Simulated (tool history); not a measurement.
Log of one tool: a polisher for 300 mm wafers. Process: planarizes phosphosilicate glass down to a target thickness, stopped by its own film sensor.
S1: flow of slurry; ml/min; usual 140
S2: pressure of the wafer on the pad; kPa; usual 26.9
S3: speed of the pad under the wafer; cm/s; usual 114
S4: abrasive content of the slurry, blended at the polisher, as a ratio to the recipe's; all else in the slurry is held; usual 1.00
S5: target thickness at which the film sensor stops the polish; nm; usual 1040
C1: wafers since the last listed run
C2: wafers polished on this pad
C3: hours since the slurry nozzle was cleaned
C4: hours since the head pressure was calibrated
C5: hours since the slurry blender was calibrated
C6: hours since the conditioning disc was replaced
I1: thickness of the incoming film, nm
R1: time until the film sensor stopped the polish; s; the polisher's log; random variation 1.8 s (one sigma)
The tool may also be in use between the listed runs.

run,day,S1,S2,S3,S4,S5,C1,C2,C3,C4,C5,C6,I1,R1
1,0.000,140,26.9,114,1.05,1040,0,228,410.8,416.5,83.6,119.5,1909.1,104.6
2,1.383,140,26.9,136,1.00,1040,294,523,444.0,449.7,116.8,152.7,1936.7,94.8
# day 2.425: slurry nozzle cleaned
3,2.596,140,26.9,114,1.00,1040,249,772,4.1,478.8,145.9,181.8,1931.4,94.7
4,4.683,140,26.9,114,1.00,1040,444,1216,54.2,528.9,196.0,231.9,1921.5,100.1
# day 6.725: slurry blender recalibrated
# day 6.775: conditioning disc replaced and pad reconditioned
5,7.025,140,26.9,114,1.00,1040,469,1686,110.4,585.1,7.2,6.0,1984.1,103.8
6,9.129,140,26.9,114,1.00,1040,447,2134,160.9,635.6,57.7,56.5,1924.4,100.3
# day 10.075: worn pad replaced by a new one
7,10.329,140,26.9,114,1.20,1040,219,54,189.7,664.4,86.5,85.3,1974.8,95.2
8,11.688,140,26.9,114,1.20,1040,289,343,222.3,697.0,119.1,117.9,1969.2,98.1
9,13.400,140,26.9,114,1.20,1040,364,708,263.4,738.1,160.2,159.0,1928.9,97.8
10,15.129,125,32.4,114,1.20,1333,368,1076,304.9,779.6,201.7,200.5,1940.0,61.2
11,17.171,140,21.4,114,0.85,1040,434,1510,353.9,828.6,250.7,249.5,1948.9,183.6
# day 18.083: conditioning disc replaced and pad reconditioned
# day 19.008: slurry blender recalibrated
12,19.067,140,26.9,114,1.00,1040,368,1878,399.4,874.1,1.4,23.6,1966.9,106.2
# day 19.292: head pressure recalibrated
# day 20.975: worn pad replaced by a new one
13,21.571,140,24.1,130,1.00,1040,479,127,459.5,54.7,61.5,83.7,1962.7,113.1
14,22.600,140,30.3,114,1.10,813,219,346,484.2,79.4,86.2,108.4,1942.1,112.3
# day 23.375: slurry nozzle cleaned
15,23.758,140,21.4,76,1.00,926,237,583,9.2,107.2,114.0,136.2,1972.1,187.3
16,24.929,140,26.9,134,1.00,1040,249,833,37.3,135.3,142.1,164.3,1950.1,86.4
17,27.512,140,26.9,114,1.00,1040,549,1382,99.3,197.3,204.1,226.3,1927.1,104.3
18,28.562,125,26.9,114,1.10,737,223,1606,124.5,222.5,229.3,251.5,1916.5,139.6
# day 29.479: conditioning disc replaced and pad reconditioned
19,31.275,105,21.4,88,0.75,1040,559,2166,189.6,287.6,294.4,43.1,1928.7,278.8
# day 32.004: slurry blender recalibrated
# day 32.354: worn pad replaced by a new one
20,33.071,140,26.9,114,0.90,879,329,152,232.7,330.7,25.6,86.2,1934.6,131.2
21,35.333,140,26.9,114,1.25,1040,481,634,287.0,385.0,79.9,140.5,1953.5,98.9
22,36.471,165,18.6,114,1.00,1245,242,876,314.3,412.3,107.2,167.8,1940.1,116.7
23,39.388,140,26.9,114,1.00,1040,620,1497,384.3,482.3,177.2,237.8,1931.1,116.1
24,41.725,140,26.9,114,1.10,871,497,1994,440.4,538.4,233.3,293.9,1956.1,148.3
# day 41.933: conditioning disc replaced and pad reconditioned
25,42.775,140,33.8,128,1.00,1040,205,2200,465.6,563.6,258.5,20.2,1920.2,95.4

The same runs without the tool's hidden state, with the same run-to-run variation:
The hidden state here: removal rate lost through wear of the pad, %; slurry flow missing at the pad, %; deviation of the head's pressure from its setpoint, %; abrasive missing from the slurry, %; time polished since the conditioner stopped cutting, s.
run,R1
1,88.0
2,78.2
3,89.4
4,88.3
5,95.7
6,89.9
7,84.0
8,84.4
9,80.9
10,47.6
11,128.4
12,91.9
13,96.3
14,94.7
15,178.8
16,79.9
17,88.3
18,113.0
19,178.7
20,113.4
21,83.6
22,98.2
23,89.5
24,106.6
25,64.6

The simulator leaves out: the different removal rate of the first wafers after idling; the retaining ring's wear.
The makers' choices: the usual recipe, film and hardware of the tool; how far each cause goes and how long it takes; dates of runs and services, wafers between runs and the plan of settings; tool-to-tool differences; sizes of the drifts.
